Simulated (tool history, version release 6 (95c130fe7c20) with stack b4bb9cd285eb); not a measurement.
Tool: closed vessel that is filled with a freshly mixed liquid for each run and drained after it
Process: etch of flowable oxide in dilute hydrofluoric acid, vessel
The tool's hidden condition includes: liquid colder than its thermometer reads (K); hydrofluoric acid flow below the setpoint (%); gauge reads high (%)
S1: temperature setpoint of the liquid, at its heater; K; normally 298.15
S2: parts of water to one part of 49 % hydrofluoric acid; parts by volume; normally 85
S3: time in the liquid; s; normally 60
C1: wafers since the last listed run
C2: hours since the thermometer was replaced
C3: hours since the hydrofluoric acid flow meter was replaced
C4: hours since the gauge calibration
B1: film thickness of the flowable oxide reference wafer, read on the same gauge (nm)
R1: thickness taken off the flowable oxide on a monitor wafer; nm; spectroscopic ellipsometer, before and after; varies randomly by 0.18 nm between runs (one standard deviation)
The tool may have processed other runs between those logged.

run,day,S1,S2,S3,C1,C2,C3,C4,B1,R1
1,0.000,296.15,85,80,0,1941.2,1433.7,125.1,110.00,30.62
2,0.508,296.15,85,80,927,1953.4,1445.9,137.3,110.00,30.03
3,0.762,298.15,65,60,463,1959.5,1452.0,143.4,110.02,32.65
4,1.092,298.15,65,60,600,1967.4,1459.9,151.3,110.00,32.64
5,1.783,298.15,65,60,1261,1984.0,1476.5,167.9,109.98,32.89
6,2.246,298.15,85,85,843,1995.1,1487.6,179.0,110.02,34.52
7,2.571,298.15,85,85,592,2002.9,1495.4,186.8,109.98,34.72
8,2.908,298.15,85,60,615,2011.0,1503.5,194.9,109.99,24.23
9,3.362,298.15,85,60,828,2021.9,1514.4,205.8,109.99,24.41
10,4.862,298.15,85,60,2736,2057.9,1550.4,241.8,109.99,24.34
11,5.508,298.15,85,75,1178,2073.4,1565.9,257.3,109.99,30.10
12,5.917,298.15,85,75,744,2083.2,1575.7,267.1,110.00,30.05
# day 6.062: gauge calibrated
13,6.567,298.15,100,60,1185,2098.8,1591.3,12.1,110.02,19.99
14,7.279,298.15,100,60,1299,2115.9,1608.4,29.2,109.99,19.87
15,7.588,298.15,100,60,562,2123.3,1615.8,36.6,110.02,20.10
16,8.188,298.15,85,60,1094,2137.7,1630.2,51.0,109.98,24.10
# day 8.388: hydrofluoric acid flow meter replaced
17,8.717,294.65,50,60,889,2150.4,7.9,63.7,110.01,42.57
18,9.221,298.15,65,60,919,2162.5,20.0,75.8,109.99,36.66
19,9.592,298.15,85,60,676,2171.4,28.9,84.7,110.01,27.91
20,9.867,298.15,65,60,501,2178.0,35.5,91.3,110.01,36.92
21,10.483,302.65,75,60,1124,2192.8,50.3,106.1,109.96,37.81
22,10.767,302.65,50,70,516,2199.6,57.1,112.9,110.02,68.31
# day 10.967: thermometer replaced
23,11.254,302.15,125,30,813,6.9,68.8,124.6,109.97,10.32
24,11.958,298.15,60,35,1284,23.8,85.7,141.5,110.01,23.26
25,12.596,298.15,120,60,1162,39.1,101.0,156.8,110.01,18.32
26,13.283,293.65,85,75,1254,55.6,117.5,173.3,110.02,28.29
27,13.979,298.15,85,60,1269,72.3,134.2,190.0,110.01,27.49
28,14.350,302.15,125,30,676,81.2,143.1,198.9,109.97,10.21
29,14.629,301.15,125,50,509,87.9,149.8,205.6,110.01,16.34
30,15.021,300.15,120,60,714,97.3,159.2,215.0,109.98,19.87
# day 15.467: gauge calibrated
31,15.550,298.15,85,60,965,110.0,171.9,2.0,109.99,27.13
32,15.867,298.15,50,60,577,117.6,179.5,9.6,109.97,47.76
33,16.533,294.15,85,60,1216,133.6,195.5,25.6,110.01,23.13

Below, some changes in R1 between adjacent runs. For each, the amount present without the hidden state too (settings, incoming material, random variation) and the amount remaining for the hidden state with gauge scatter not shared by both compared results:
Run 7 -> 8: S3 85 -> 60. R1 -10.49 nm: hidden state +1.54, all else -12.03.
Run 12 -> 13: S2 85 -> 100, S3 75 -> 60, gauge calibrated. R1 -10.06 nm: hidden state +1.50, all else -11.56.
Run 16 -> 17: S1 298.15 -> 294.65, S2 85 -> 50, hydrofluoric acid flow meter replaced. R1 +18.47 nm: hidden state +3.48, all else +14.99.
Run 21 -> 22: S2 75 -> 50, S3 60 -> 70. R1 +30.50 nm: hidden state -0.49, all else +30.99.
Run 22 -> 23: S1 302.65 -> 302.15, S2 50 -> 125, S3 70 -> 30, thermometer replaced. R1 -57.99 nm: hidden state +0.88, all else -58.87.
Run 32 -> 33: S1 298.15 -> 294.15, S2 50 -> 85. R1 -24.63 nm: hidden state +0.58, all else -25.21.
